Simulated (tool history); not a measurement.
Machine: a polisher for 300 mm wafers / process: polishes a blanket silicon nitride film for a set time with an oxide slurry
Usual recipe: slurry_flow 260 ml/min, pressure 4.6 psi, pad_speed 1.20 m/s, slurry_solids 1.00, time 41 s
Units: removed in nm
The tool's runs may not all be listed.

run    hour  slurry_flow  pressure  pad_speed  slurry_solids  time  incoming thickness of the incoming film, nm  removed
  1     0.0          260       4.6       1.20           1.00    41                                        258.5     37.9
        0.1  -- slurry blender recalibrated
  2    34.8          260       4.6       1.20           1.00    41                                        260.3     41.5
  3    64.4          260       4.6       1.20           1.00    41                                        257.9     41.1
  4    94.6          260       4.6       1.20           1.00    41                                        258.6     40.4
  5   145.4          260       4.6       1.20           1.00    41                                        257.1     39.4
      189.6  -- slurry nozzle cleaned
      218.6  -- worn pad replaced by a new one
  6   219.1          260       4.6       1.20           1.00    34                                        258.7     31.8
      222.8  -- slurry blender recalibrated
      230.1  -- conditioning disc replaced and pad reconditioned
  7   271.6          260       4.6       1.20           1.00    41                                        262.9     41.4
  8   329.7          260       4.6       1.20           1.00    41                                        259.8     40.7
  9   399.8          260       4.6       1.20           1.00    41                                        256.4     38.8
      413.0  -- worn pad replaced by a new one
 10   443.1          240       4.6       1.20           1.00    41                                        255.9     38.5
      470.2  -- slurry blender recalibrated
 11   494.2          240       4.6       1.20           1.00    41                                        264.9     40.6
      513.5  -- head pressure recalibrated
 12   544.4          260       5.9       0.90           1.25    55                                        257.2     63.4
 13   579.3          260       3.6       1.20           0.85    30                                        260.2     20.4
      605.3  -- conditioning disc replaced and pad reconditioned
      641.7  -- worn pad replaced by a new one
 14   650.8          260       5.2       1.20           1.00    41                                        256.0     42.8
 15   699.1          260       4.6       1.20           1.00    41                                        260.6     37.7
      711.3  -- slurry blender recalibrated
 16   735.3          260       3.7       1.20           1.00    41                                        263.7     33.4
 17   766.4          260       4.6       1.20           1.00    32                                        260.2     31.8
      800.0  -- slurry nozzle cleaned
 18   828.9          260       6.2       0.84           1.00    36                                        262.2     36.1
 19   871.4          260       4.6       1.20           1.00    41                                        261.2     39.4
      884.2  -- worn pad replaced by a new one
 20   938.8          315       4.6       1.20           1.00    41                                        261.3     38.9
      940.9  -- slurry blender recalibrated
      956.9  -- conditioning disc replaced and pad reconditioned
 21   973.1          310       4.6       1.46           1.00    48                                        257.3     56.5
 22  1007.7          260       4.6       1.20           1.00    41                                        257.8     40.4
 23  1077.3          190       4.6       1.50           0.85    41                                        259.4     40.5

Same runs, no hidden state in the tool, same run-to-run variation:
The tool's hidden condition here consists of: removal rate lost through wear of the pad, %; slurry flow missing at the pad, %; deviation of the head's pressure from its setpoint, %; abrasive missing from the slurry, %; time polished since the conditioner stopped cutting, s.
run  removed
  1     41.6
  2     42.2
  3     42.3
  4     42.0
  5     41.8
  6     34.8
  7     42.2
  8     42.3
  9     41.4
 10     41.9
 11     41.4
 12     65.6
 13     21.7
 14     46.4
 15     41.7
 16     33.9
 17     32.5
 18     37.8
 19     42.0
 20     42.6
 21     57.5
 22     41.7
 23     43.1
